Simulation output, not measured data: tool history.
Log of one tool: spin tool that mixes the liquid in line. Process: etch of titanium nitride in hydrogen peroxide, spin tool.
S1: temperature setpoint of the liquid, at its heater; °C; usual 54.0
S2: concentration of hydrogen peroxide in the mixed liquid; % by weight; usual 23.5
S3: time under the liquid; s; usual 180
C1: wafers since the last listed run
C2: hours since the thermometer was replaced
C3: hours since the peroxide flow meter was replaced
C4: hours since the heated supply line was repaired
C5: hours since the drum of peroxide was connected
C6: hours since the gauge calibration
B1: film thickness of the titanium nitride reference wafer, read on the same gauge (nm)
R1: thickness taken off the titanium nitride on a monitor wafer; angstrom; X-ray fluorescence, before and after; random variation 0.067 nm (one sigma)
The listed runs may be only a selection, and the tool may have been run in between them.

| run | day | S1 | S2 | S3 | C1 | C2 | C3 | C4 | C5 | C6 | B1 | R1 |
|---|---|---|---|---|---|---|---|---|---|---|---|---|
| 1 | 0.000 | 61.0 | 23.5 | 180 | 0 | 382.7 | 890.2 | 150.9 | 409.5 | 1205.9 | 69.99 | 130.3 |
| 2 | 4.392 | 61.0 | 23.5 | 180 | 976 | 488.1 | 995.6 | 256.3 | 514.9 | 1311.3 | 69.97 | 132.6 |
| 3 | 6.383 | 61.0 | 23.5 | 180 | 442 | 535.9 | 1043.4 | 304.1 | 562.7 | 1359.1 | 70.02 | 131.8 |
| 4 | 9.875 | 54.0 | 23.5 | 180 | 776 | 619.7 | 1127.2 | 387.9 | 646.5 | 1442.9 | 70.00 | 81.3 |
| 5 | 11.696 | 54.0 | 23.5 | 180 | 404 | 663.4 | 1170.9 | 431.6 | 690.2 | 1486.6 | 70.00 | 80.6 |
| 6 | 14.767 | 54.0 | 23.5 | 180 | 682 | 737.1 | 1244.6 | 505.3 | 763.9 | 1560.3 | 70.01 | 80.6 |
|  | 16.642 | new drum of peroxide connected |
| 7 | 19.100 | 54.0 | 23.5 | 180 | 954 | 841.1 | 1348.6 | 609.3 | 59.0 | 1664.3 | 70.02 | 79.9 |
| 8 | 21.071 | 54.0 | 23.5 | 180 | 438 | 888.4 | 1395.9 | 656.6 | 106.3 | 1711.6 | 69.98 | 79.3 |
| 9 | 22.796 | 54.0 | 23.5 | 180 | 383 | 929.8 | 1437.3 | 698.0 | 147.7 | 1753.0 | 70.00 | 80.7 |
|  | 24.288 | gauge calibrated |
|  | 25.550 | heated supply line repaired |
|  | 25.571 | thermometer replaced |
| 10 | 26.562 | 45.0 | 23.5 | 130 | 823 | 23.8 | 1527.7 | 24.3 | 238.1 | 54.6 | 69.99 | 30.7 |
| 11 | 30.646 | 54.0 | 17.0 | 180 | 907 | 121.8 | 1625.7 | 122.3 | 336.1 | 152.6 | 70.01 | 76.2 |
| 12 | 32.629 | 54.0 | 23.5 | 180 | 440 | 169.4 | 1673.3 | 169.9 | 383.7 | 200.2 | 69.99 | 81.5 |
| 13 | 34.804 | 44.5 | 27.5 | 135 | 483 | 221.6 | 1725.5 | 222.1 | 435.9 | 252.4 | 70.01 | 31.3 |
| 14 | 40.925 | 54.0 | 19.0 | 180 | 1360 | 368.5 | 1872.4 | 369.0 | 582.8 | 399.3 | 70.02 | 76.2 |
|  | 43.038 | new drum of peroxide connected |
| 15 | 45.046 | 54.0 | 23.5 | 180 | 906 | 467.4 | 1971.3 | 467.9 | 48.2 | 498.2 | 70.00 | 80.1 |
| 16 | 48.533 | 48.0 | 26.0 | 75 | 775 | 551.1 | 2055.0 | 551.6 | 131.9 | 581.9 | 70.02 | 22.2 |
| 17 | 52.671 | 62.0 | 23.5 | 235 | 919 | 650.4 | 2154.3 | 650.9 | 231.2 | 681.2 | 70.01 | 179.7 |
| 18 | 54.238 | 49.0 | 23.5 | 100 | 348 | 688.0 | 2191.9 | 688.5 | 268.8 | 718.8 | 70.00 | 30.9 |
|  | 55.592 | peroxide flow meter replaced |
| 19 | 56.608 | 54.0 | 23.5 | 180 | 517 | 744.9 | 24.4 | 745.4 | 325.7 | 775.7 | 69.98 | 78.7 |
|  | 58.450 | heated supply line repaired |
| 20 | 60.600 | 49.5 | 23.5 | 180 | 878 | 840.7 | 120.2 | 51.6 | 421.5 | 871.5 | 70.01 | 59.7 |
|  | 62.783 | thermometer replaced |
|  | 72.321 | new drum of peroxide connected |
| 21 | 72.675 | 54.0 | 30.0 | 105 | 2666 | 237.4 | 410.0 | 341.4 | 8.5 | 1161.3 | 70.00 | 49.6 |
| 22 | 81.262 | 54.0 | 29.5 | 180 | 1909 | 443.5 | 616.1 | 547.5 | 214.6 | 1367.4 | 69.98 | 83.7 |
| 23 | 85.658 | 54.0 | 20.5 | 130 | 977 | 549.0 | 721.6 | 653.0 | 320.1 | 1472.9 | 70.00 | 56.1 |
| 24 | 87.962 | 51.0 | 29.5 | 125 | 512 | 604.3 | 776.9 | 708.3 | 375.4 | 1528.2 | 70.03 | 46.7 |

Branching from run 24: 5 alternative next runs. What would each branch give?
| A | 87.983 | 46.5 | 23.5 | 180 | 4 | 604.8 | 777.4 | 708.8 | 375.9 | 1528.7 | ? | ? |
| B | 87.983 | 58.0 | 25.5 | 115 | 4 | 604.8 | 777.4 | 708.8 | 375.9 | 1528.7 | ? | ? |
| C | 87.983 | 54.0 | 23.5 | 280 | 4 | 604.8 | 777.4 | 708.8 | 375.9 | 1528.7 | ? | ? |
| D | 87.983 | 54.0 | 29.5 | 270 | 4 | 604.8 | 777.4 | 708.8 | 375.9 | 1528.7 | ? | ? |
| E | 87.983 | 54.0 | 28.0 | 245 | 4 | 604.8 | 777.4 | 708.8 | 375.9 | 1528.7 | ? | ? |

| run | B1 | R1 |
|---|---|---|
| A | 69.97 | 45.0 |
| B | 69.97 | 66.6 |
| C | 69.97 | 120.5 |
| D | 69.97 | 122.1 |
| E | 69.97 | 109.5 |
What these runs would have given with no unlogged condition in the tool:
| run | R1 |
|---|---|
| A | 46.9 |
| B | 69.3 |
| C | 125.4 |
| D | 127.1 |
| E | 114.0 |
